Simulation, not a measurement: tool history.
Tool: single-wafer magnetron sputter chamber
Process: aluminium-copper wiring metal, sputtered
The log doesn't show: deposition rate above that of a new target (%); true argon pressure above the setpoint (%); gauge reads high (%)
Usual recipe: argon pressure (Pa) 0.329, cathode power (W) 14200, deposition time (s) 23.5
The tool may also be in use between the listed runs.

| run | hour | argon pressure (Pa) | cathode power (W) | deposition time (s) | wafers since the last listed run | wafers on the sputter target | hours since the last manometer calibration | hours since the magnet pack was replaced | hours since the gauge calibration | read-back reference wafer on the same gauge, thickness_nm | mean film thickness on the monitor wafer (Å) |
|---|---|---|---|---|---|---|---|---|---|---|---|
| 1 | 0 | 0.329 | 14200 | 23.5 | 0 | 1008 | 398.7 | 6905.1 | 1964 | 461.646 | 5549.24 |
| 2 | 72 | 0.329 | 14200 | 23.5 | 943 | 1951 | 470.7 | 6977.1 | 2036 | 462.788 | 5422.31 |
| 3 | 133.3 | 0.329 | 14200 | 23.5 | 803 | 2754 | 532 | 7038.4 | 2097.3 | 461.052 | 5445.18 |
|  | 200 | magnet pack replaced |
| 4 | 212.8 | 0.329 | 14200 | 20.6 | 936 | 3691 | 611.5 | 12.8 | 2176.8 | 461.826 | 4697.36 |
| 5 | 293.9 | 0.329 | 14200 | 23.5 | 1062 | 4753 | 692.6 | 93.9 | 2257.9 | 462.026 | 5336.85 |
| 6 | 387.9 | 0.329 | 14200 | 23.5 | 1231 | 5984 | 786.6 | 187.9 | 2351.9 | 461.759 | 5296.19 |
| 7 | 447.2 | 0.329 | 14200 | 23.5 | 776 | 6761 | 845.9 | 247.2 | 2411.2 | 461.603 | 5383.6 |
| 8 | 501.2 | 0.329 | 14200 | 23.5 | 707 | 7469 | 899.9 | 301.2 | 2465.2 | 462.228 | 5251.32 |
|  | 561.6 | sputter target and shields replaced |
| 9 | 587.8 | 0.329 | 14200 | 23.5 | 1029 | 343 | 986.5 | 387.8 | 2551.8 | 461.73 | 5664.53 |
| 10 | 671.6 | 0.329 | 14200 | 23.5 | 1097 | 1440 | 1070.3 | 471.6 | 2635.6 | 461.126 | 5494.12 |
| 11 | 722.2 | 0.275 | 14200 | 20.8 | 662 | 2103 | 1120.9 | 522.2 | 2686.2 | 462.186 | 4996.68 |
| 12 | 763.3 | 0.329 | 14200 | 23.5 | 538 | 2642 | 1162 | 563.3 | 2727.3 | 462.353 | 5436.54 |
| 13 | 860.3 | 0.449 | 15700 | 23.5 | 1270 | 3912 | 1259 | 660.3 | 2824.3 | 461.745 | 5482.81 |
| 14 | 945.8 | 0.329 | 14200 | 20.6 | 1120 | 5033 | 1344.5 | 745.8 | 2909.8 | 461.836 | 4707.95 |
| 15 | 992.9 | 0.228 | 16250 | 19.6 | 617 | 5650 | 1391.6 | 792.9 | 2956.9 | 461.988 | 5375.06 |
| 16 | 1046.1 | 0.329 | 14200 | 23.5 | 696 | 6347 | 1444.8 | 846.1 | 3010.1 | 461.601 | 5321.94 |
| 17 | 1103.9 | 0.264 | 14200 | 28.1 | 757 | 7104 | 1502.6 | 903.9 | 3067.9 | 462.003 | 6568.93 |
| 18 | 1166.9 | 0.426 | 16400 | 20.3 | 825 | 7929 | 1565.6 | 966.9 | 3130.9 | 461.189 | 4998.07 |
| 19 | 1242.1 | 0.371 | 16800 | 26.2 | 985 | 8914 | 1640.8 | 1042.1 | 3206.1 | 462.066 | 6805.58 |
| 20 | 1290.8 | 0.329 | 14200 | 18.9 | 637 | 9552 | 1689.5 | 1090.8 | 3254.8 | 461.672 | 4273.17 |
|  | 1308.6 | sputter target and shields replaced |
|  | 1314.8 | capacitance manometer re-zeroed and calibrated |
|  | 1329.6 | gauge calibrated |
| 21 | 1375.8 | 0.329 | 14200 | 23.5 | 927 | 799 | 61 | 1175.8 | 46.2 | 461.066 | 5543.88 |
| 22 | 1445.6 | 0.329 | 14200 | 25.9 | 914 | 1713 | 130.8 | 1245.6 | 116 | 462.008 | 6062.79 |

What will run 23 give?
| 23 | 1506.5 | 0.239 | 14200 | 23.5 | 797 | 2511 | 191.7 | 1306.5 | 176.9 | ? | ? |

read-back reference wafer on the same gauge, thickness_nm: 462.241
mean film thickness on the monitor wafer (Å): 5727.81
Had the tool carried no hidden state, the very same run would have given mean film thickness on the monitor wafer (Å) 5986.14.
